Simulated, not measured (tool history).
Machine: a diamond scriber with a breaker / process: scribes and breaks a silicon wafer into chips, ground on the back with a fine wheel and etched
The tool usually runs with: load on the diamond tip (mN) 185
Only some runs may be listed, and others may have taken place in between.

run,hour,load on the diamond tip (mN),wafers since the last listed run,hours since the diamond tip was replaced,hours since the load on the tip was calibrated,"incoming depth of the damage left on the back of the incoming wafer, um",depth of the median crack under the scribed line (µm),chips rejected at inspection after the break (%)
1,0,185,0,164.6,297.6,0.36,10.81,0.82
2,100.3,185,287,264.9,397.9,0.71,10.59,0.91
3,169.9,185,199,334.5,467.5,0.71,10.16,1.07
4,247.2,185,221,411.8,544.8,0.65,10.29,1.21
5,355.1,185,309,519.7,652.7,0.44,9.61,2.6
# hour 379.4: diamond tip replaced by a new one
6,413.4,185,161,34,711,0.42,10.5,0.91
7,493.2,185,228,113.8,790.8,0.79,10.58,0.91
8,547.9,185,156,168.5,845.5,0.31,10.51,0.89
9,615.8,185,194,236.4,913.4,0.41,10.06,1.13
10,708.5,185,265,329.1,1006.1,0.58,10.1,1.44
11,749.2,185,116,369.8,1046.8,0.39,9.99,1.48
12,797.4,185,138,418,1095,0.64,9.36,1.88
13,863.4,185,189,484,1161,0.35,9.36,2.71
14,933.8,217,201,554.4,1231.4,0.54,10.33,1.1
15,1014.6,217,231,635.2,1312.2,0.69,9.66,2.21
# hour 1060.9: diamond tip replaced by a new one
16,1098.5,217,234,37.6,1396.1,0.71,12.26,2.24
17,1140.6,203,120,79.7,1438.2,0.66,11.88,1.04
18,1216,151,215,155.1,1513.6,0.48,9.08,3.59
19,1322.2,185,304,261.3,1619.8,0.77,10.53,0.87
# hour 1346.9: load on the tip recalibrated
20,1429.5,185,301,368.6,82.6,0.43,10.01,1.17
21,1475.5,139,131,414.6,128.6,0.47,7.73,10.5
22,1551.6,225,217,490.7,204.7,0.64,11.4,0.94
23,1592.8,213,118,531.9,245.9,0.6,10.33,0.89
24,1691.5,152,282,630.6,344.6,0.49,7.37,13.73

Run 25 has not been measured yet. What should we expect?
# hour 1712.6: diamond tip replaced by a new one
25,1779.7,151,246,67.1,432.8,0.39,?,?

Run 25 came out at depth of the median crack under the scribed line (µm) 9.19, chips rejected at inspection after the break (%) 3.14.
Take away the tool's hidden state, keep the run-to-run variation as it was, and the same run would have given depth of the median crack under the scribed line (µm) 9.25, chips rejected at inspection after the break (%) 2.95.
